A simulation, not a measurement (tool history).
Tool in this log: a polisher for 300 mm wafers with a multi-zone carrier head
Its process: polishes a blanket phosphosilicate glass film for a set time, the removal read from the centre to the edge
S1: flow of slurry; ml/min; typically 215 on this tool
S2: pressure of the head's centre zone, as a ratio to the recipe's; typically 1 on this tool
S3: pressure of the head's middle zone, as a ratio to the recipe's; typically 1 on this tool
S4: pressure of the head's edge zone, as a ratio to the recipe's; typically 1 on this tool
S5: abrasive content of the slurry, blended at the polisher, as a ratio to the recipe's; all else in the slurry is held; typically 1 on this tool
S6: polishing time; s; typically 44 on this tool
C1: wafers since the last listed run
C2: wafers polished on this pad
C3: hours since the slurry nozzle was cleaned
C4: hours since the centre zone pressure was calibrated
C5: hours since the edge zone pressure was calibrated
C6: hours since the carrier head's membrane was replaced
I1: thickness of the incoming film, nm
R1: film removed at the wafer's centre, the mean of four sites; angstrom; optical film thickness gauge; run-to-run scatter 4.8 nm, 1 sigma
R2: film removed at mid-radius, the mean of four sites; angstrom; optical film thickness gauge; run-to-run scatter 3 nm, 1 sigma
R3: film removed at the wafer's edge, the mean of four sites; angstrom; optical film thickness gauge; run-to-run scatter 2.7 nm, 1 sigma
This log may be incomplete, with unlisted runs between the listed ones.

run 1 hour=0 | S1=215 S2=1 S3=1 S4=0.92 S5=1 S6=44 | C1=0 C2=477 C3=172.8 C4=741.5 C5=123 C6=702 | I1=3925.1 | R1=3245 R2=3337 R3=3225
-- hour=17.8 worn pad replaced by a new one
run 2 hour=18.3 | S1=215 S2=1 S3=1 S4=1 S5=1 S6=44 | C1=136 C2=4 C3=191.1 C4=759.8 C5=141.3 C6=720.3 | I1=3869.3 | R1=3240 R2=3258 R3=3381
run 3 hour=31.4 | S1=215 S2=1 S3=1 S4=1 S5=1 S6=44 | C1=125 C2=129 C3=204.2 C4=772.9 C5=154.4 C6=733.4 | I1=3907.3 | R1=3270 R2=3269 R3=3329
run 4 hour=40.5 | S1=215 S2=1 S3=1 S4=1 S5=1 S6=44 | C1=86 C2=216 C3=213.3 C4=782 C5=163.5 C6=742.5 | I1=3843.5 | R1=3234 R2=3263 R3=3377
run 5 hour=47.4 | S1=215 S2=1 S3=1 S4=1 S5=1 S6=44 | C1=65 C2=282 C3=220.2 C4=788.9 C5=170.4 C6=749.4 | I1=3886.6 | R1=3332 R2=3262 R3=3367
run 6 hour=61.6 | S1=215 S2=1 S3=1.08 S4=1 S5=1 S6=44 | C1=135 C2=418 C3=234.4 C4=803.1 C5=184.6 C6=763.6 | I1=3894.4 | R1=3222 R2=3473 R3=3363
run 7 hour=73.7 | S1=215 S2=1 S3=1.08 S4=1 S5=1 S6=44 | C1=115 C2=533 C3=246.5 C4=815.2 C5=196.7 C6=775.7 | I1=3904.3 | R1=3159 R2=3432 R3=3390
run 8 hour=87.7 | S1=215 S2=1 S3=1 S4=1 S5=1 S6=44 | C1=133 C2=667 C3=260.5 C4=829.2 C5=210.7 C6=789.7 | I1=3859.2 | R1=3171 R2=3222 R3=3381
-- hour=103.6 worn pad replaced by a new one
run 9 hour=115.9 | S1=180 S2=1 S3=1 S4=1 S5=1 S6=44 | C1=231 C2=117 C3=288.7 C4=857.4 C5=238.9 C6=817.9 | I1=3888.1 | R1=3027 R2=3145 R3=3244
run 10 hour=132.9 | S1=180 S2=1 S3=1 S4=1 S5=1 S6=44 | C1=162 C2=279 C3=305.7 C4=874.4 C5=255.9 C6=834.9 | I1=3807.2 | R1=3089 R2=3110 R3=3264
-- hour=141.2 centre zone pressure recalibrated
-- hour=145.4 carrier head's membrane replaced by a new one
run 11 hour=160.7 | S1=180 S2=1 S3=1 S4=1 S5=1 S6=44 | C1=206 C2=486 C3=333.5 C4=19.5 C5=283.7 C6=15.3 | I1=3844.9 | R1=3060 R2=3101 R3=3262
-- hour=174.8 worn pad replaced by a new one
run 12 hour=175.3 | S1=215 S2=1 S3=0.96 S4=1 S5=1 S6=44 | C1=101 C2=4 C3=348.1 C4=34.1 C5=298.3 C6=29.9 | I1=3806.7 | R1=3114 R2=3117 R3=3318
run 13 hour=179.9 | S1=145 S2=1 S3=1 S4=1.05 S5=1 S6=44 | C1=43 C2=48 C3=352.7 C4=38.7 C5=302.9 C6=34.5 | I1=3884.1 | R1=2873 R2=2948 R3=3186
-- hour=189.8 slurry nozzle cleaned
run 14 hour=194.5 | S1=215 S2=1 S3=1 S4=1 S5=1.25 S6=44 | C1=129 C2=178 C3=4.7 C4=53.3 C5=317.5 C6=49.1 | I1=3843.8 | R1=3764 R2=3833 R3=3822
-- hour=202 edge zone pressure recalibrated
run 15 hour=207.8 | S1=215 S2=1 S3=0.94 S4=1 S5=1.15 S6=44 | C1=107 C2=286 C3=18 C4=66.6 C5=5.8 C6=62.4 | I1=3853.4 | R1=3605 R2=3461 R3=3687
run 16 hour=216.6 | S1=215 S2=1 S3=1 S4=1 S5=1 S6=44 | C1=84 C2=370 C3=26.8 C4=75.4 C5=14.6 C6=71.2 | I1=3841 | R1=3401 R2=3426 R3=3446
run 17 hour=244.4 | S1=215 S2=1 S3=1 S4=1 S5=1 S6=44 | C1=265 C2=636 C3=54.6 C4=103.2 C5=42.4 C6=99 | I1=3877.9 | R1=3394 R2=3410 R3=3458
-- hour=259.8 worn pad replaced by a new one
run 18 hour=262.1 | S1=215 S2=1 S3=1 S4=1.08 S5=1.25 S6=50 | C1=130 C2=22 C3=72.3 C4=120.9 C5=60.1 C6=116.7 | I1=3844.7 | R1=4124 R2=4160 R3=4368
run 19 hour=271.9 | S1=215 S2=1 S3=1 S4=1.04 S5=1 S6=30 | C1=93 C2=116 C3=82.1 C4=130.7 C5=69.9 C6=126.5 | I1=3871.9 | R1=2321 R2=2296 R3=2385
run 20 hour=303.4 | S1=215 S2=1 S3=1 S4=1 S5=0.7 S6=44 | C1=300 C2=417 C3=113.6 C4=162.2 C5=101.4 C6=158 | I1=3823.8 | R1=2912 R2=2954 R3=3031
run 21 hour=320 | S1=215 S2=1 S3=1 S4=1.03 S5=1 S6=44 | C1=158 C2=575 C3=130.2 C4=178.8 C5=118 C6=174.6 | I1=3867.7 | R1=3349 R2=3377 R3=3459
run 22 hour=332.5 | S1=215 S2=1 S3=1 S4=1 S5=1 S6=49 | C1=119 C2=695 C3=142.7 C4=191.3 C5=130.5 C6=187.1 | I1=3815.7 | R1=3682 R2=3789 R3=3874

Branching from run 22: 3 alternative next runs. What would each branch give?
run A hour=332.9 | S1=215 S2=0.95 S3=1 S4=1 S5=1 S6=44 | C1=3 C2=698 C3=143.1 C4=191.7 C5=130.9 C6=187.5 | I1=3860.1 | R1=? R2=? R3=?
run B hour=332.9 | S1=195 S2=1 S3=1 S4=1 S5=1 S6=51 | C1=3 C2=698 C3=143.1 C4=191.7 C5=130.9 C6=187.5 | I1=3860.1 | R1=? R2=? R3=?
run C hour=332.9 | S1=215 S2=1 S3=1 S4=1.09 S5=1.1 S6=44 | C1=3 C2=698 C3=143.1 C4=191.7 C5=130.9 C6=187.5 | I1=3860.1 | R1=? R2=? R3=?

run=A R1=3225 R2=3309 R3=3391
run=B R1=3768 R2=3769 R3=3881
run=C R1=3428 R2=3421 R3=3659
Without the tool's hidden state the same runs would have given:
run=A R1=3396 R2=3466 R3=3509
run=B R1=3988 R2=3964 R3=4027
run=C R1=3610 R2=3583 R3=3785

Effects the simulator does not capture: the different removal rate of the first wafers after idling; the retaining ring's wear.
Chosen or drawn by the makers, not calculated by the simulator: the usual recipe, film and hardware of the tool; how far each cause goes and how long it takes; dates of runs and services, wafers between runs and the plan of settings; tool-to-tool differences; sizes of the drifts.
